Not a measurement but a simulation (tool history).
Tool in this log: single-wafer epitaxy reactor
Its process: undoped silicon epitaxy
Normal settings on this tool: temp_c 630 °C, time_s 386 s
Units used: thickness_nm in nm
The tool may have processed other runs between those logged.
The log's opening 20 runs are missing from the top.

| run | hour | temp_c | time_s | read-back reference wafer on the same gauge, thickness_nm | thickness_nm |
|---|---|---|---|---|---|
|  | 526.4 | pyrometer calibrated |
| 21 | 533.2 | 622 | 455 | 41.907 | 42.490 |
| 22 | 559.7 | 630 | 386 | 41.916 | 42.507 |
| 23 | 580.6 | 640 | 410 | 41.946 | 55.211 |
| 24 | 595.9 | 630 | 386 | 41.879 | 42.767 |
| 25 | 617.0 | 622 | 344 | 41.881 | 32.228 |
| 26 | 637.6 | 644 | 442 | 41.888 | 64.388 |
| 27 | 670.0 | 630 | 386 | 41.869 | 43.023 |
| 28 | 697.5 | 642 | 316 | 41.880 | 44.593 |
| 29 | 730.2 | 630 | 386 | 41.924 | 42.978 |
| 30 | 763.6 | 625 | 409 | 41.903 | 41.266 |
| 31 | 777.6 | 642 | 429 | 41.904 | 60.396 |
| 32 | 798.6 | 619 | 326 | 41.922 | 29.045 |
| 33 | 830.2 | 621 | 386 | 41.890 | 35.934 |
| 34 | 861.6 | 630 | 386 | 41.862 | 42.979 |
| 35 | 890.8 | 630 | 352 | 41.910 | 39.394 |
| 36 | 917.9 | 634 | 341 | 41.856 | 41.599 |
| 37 | 938.1 | 630 | 348 | 41.925 | 38.789 |
| 38 | 963.8 | 640 | 366 | 41.908 | 50.012 |

What if the next run were any one of these 5? Each begins from the tool's condition after run 38:
| A | 964.3 | 630 | 386 | ? | ? |
| B | 964.3 | 622 | 359 | ? | ? |
| C | 964.3 | 620 | 353 | ? | ? |
| D | 964.3 | 623 | 447 | ? | ? |
| E | 964.3 | 634 | 355 | ? | ? |

| run | read-back reference wafer on the same gauge, thickness_nm | thickness_nm |
|---|---|---|
| A | 41.906 | 43.492 |
| B | 41.906 | 34.426 |
| C | 41.906 | 32.500 |
| D | 41.906 | 43.744 |
| E | 41.906 | 43.317 |
What these runs would have given with no unlogged condition in the tool:
| run | thickness_nm |
|---|---|
| A | 42.782 |
| B | 33.855 |
| C | 31.959 |
| D | 43.019 |
| E | 42.615 |

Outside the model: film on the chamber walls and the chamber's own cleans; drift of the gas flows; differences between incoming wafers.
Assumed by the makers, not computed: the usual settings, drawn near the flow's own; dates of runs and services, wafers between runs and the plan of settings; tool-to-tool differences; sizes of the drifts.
